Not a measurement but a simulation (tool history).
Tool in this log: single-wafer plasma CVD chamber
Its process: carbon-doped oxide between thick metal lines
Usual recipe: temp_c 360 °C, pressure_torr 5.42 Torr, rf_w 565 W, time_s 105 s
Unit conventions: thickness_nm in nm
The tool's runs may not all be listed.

run    hour  temp_c  pressure_torr  rf_w  time_s  wafers since the last listed run  hours since the last thermocouple change  hours since the last RF generator calibration  hours since the last manometer calibration  hours since the showerhead was replaced  hours since the gauge calibration  read-back reference wafer on the same gauge, thickness_nm  thickness_nm
  1     0.0     348           5.42   565     105                                 0                                    1542.2                                         1098.6                                      2274.0                                   6561.3                              773.8                                                    673.049       584.775
  2    50.4     348           5.42   565     105                               875                                    1592.6                                         1149.0                                      2324.4                                   6611.7                              824.2                                                    672.817       584.225
  3    88.5     360           5.42   565     105                               661                                    1630.7                                         1187.1                                      2362.5                                   6649.8                              862.3                                                    672.864       568.175
  4   135.1     360           5.42   565     105                               809                                    1677.3                                         1233.7                                      2409.1                                   6696.4                              908.9                                                    672.935       569.501
  5   217.8     360           5.42   565     105                              1435                                    1760.0                                         1316.4                                      2491.8                                   6779.1                              991.6                                                    673.083       567.783
  6   275.5     360           4.89   565     105                              1001                                    1817.7                                         1374.1                                      2549.5                                   6836.8                             1049.3                                                    672.895       556.985
  7   351.6     360           4.89   565     105                              1321                                    1893.8                                         1450.2                                      2625.6                                   6912.9                             1125.4                                                    673.197       556.728
  8   416.1     360           4.89   565     105                              1119                                    1958.3                                         1514.7                                      2690.1                                   6977.4                             1189.9                                                    673.196       555.934
      548.7  -- capacitance manometer re-zeroed and calibrated
  9   549.2     360           4.62   565     105                              2171                                    2091.4                                         1647.8                                         0.5                                   7110.5                             1323.0                                                    672.997       548.923
 10   587.8     360           4.62   565     105                               670                                    2130.0                                         1686.4                                        39.1                                   7149.1                             1361.6                                                    673.058       549.053
      610.2  -- thermocouple changed; heater temperature recalibrated
      643.3  -- gauge calibrated
 11   667.3     360           5.42   565     105                              1241                                      57.1                                         1765.9                                       118.6                                   7228.6                               24.0                                                    673.007       570.789
 12   728.6     360           5.42   565     105                              1064                                     118.4                                         1827.2                                       179.9                                   7289.9                               85.3                                                    672.639       569.900
 13   814.6     347           6.67   635      90                              1493                                     204.4                                         1913.2                                       265.9                                   7375.9                              171.3                                                    673.141       552.177
 14   887.1     360           5.42   565     122                              1258                                     276.9                                         1985.7                                       338.4                                   7448.4                              243.8                                                    673.203       660.483
 15   953.1     360           5.42   565     105                              1145                                     342.9                                         2051.7                                       404.4                                   7514.4                              309.8                                                    673.189       567.879
     1025.9  -- showerhead replaced
 16  1050.2     360           4.86   565      90                              1546                                     440.0                                         2148.8                                       501.5                                     24.3                              406.9                                                    673.235       479.844
     1152.2  -- RF generator calibrated
 17  1152.7     372           5.42   565     105                              1640                                     542.5                                            0.5                                       604.0                                    126.8                              509.4                                                    673.075       565.535
 18  1207.8     360           5.42   565     105                               956                                     597.6                                           55.6                                       659.1                                    181.9                              564.5                                                    673.115       576.570
 19  1295.3     348           6.77   480     113                              1519                                     685.1                                          143.1                                       746.6                                    269.4                              652.0                                                    673.105       589.130
 20  1370.9     371           5.93   565     105                              1312                                     760.7                                          218.7                                       822.2                                    345.0                              727.6                                                    673.140       571.652
 21  1462.7     360           4.33   605     105                              1593                                     852.5                                          310.5                                       914.0                                    436.8                              819.4                                                    673.094       578.885
 22  1514.7     360           4.62   675      95                               902                                     904.5                                          362.5                                       966.0                                    488.8                              871.4                                                    672.659       563.613
 23  1619.2     352           5.42   595     117                              1814                                    1009.0                                          467.0                                      1070.5                                    593.3                              975.9                                                    673.034       671.766
 24  1674.7     360           5.89   565      84                               963                                    1064.5                                          522.5                                      1126.0                                    648.8                             1031.4                                                    673.213       465.554

For some of the steps in thickness_nm from one run to the next: how much would appear even if the tool had no hidden state, given the settings, what came in and random variation, and how much remains for the hidden state plus any gauge scatter that the measured result and the result without hidden state don't share?
Unlogged tool condition in this case: wafer temperature above the value expected at the setpoint (K); delivered RF power above the setpoint (%); true pressure above the setpoint (%); gauge reads high (%).
Run 10 -> 11: pressure_torr 4.62 -> 5.42, thermocouple changed; heater temperature recalibrated, gauge calibrated. thickness_nm +21.736 nm: hidden state +7.913, all else +13.823.
Run 13 -> 14: temp_c 347 -> 360, pressure_torr 6.67 -> 5.42, rf_w 635 -> 565, time_s 90 -> 122. thickness_nm +108.306 nm: hidden state -2.487, all else +110.793.
Run 16 -> 17: temp_c 360 -> 372, pressure_torr 4.86 -> 5.42, time_s 90 -> 105, RF generator calibrated. thickness_nm +85.691 nm: hidden state +8.308, all else +77.383.
Run 23 -> 24: temp_c 352 -> 360, pressure_torr 5.42 -> 5.89, rf_w 595 -> 565, time_s 117 -> 84. thickness_nm -206.212 nm: hidden state +1.277, all else -207.489.
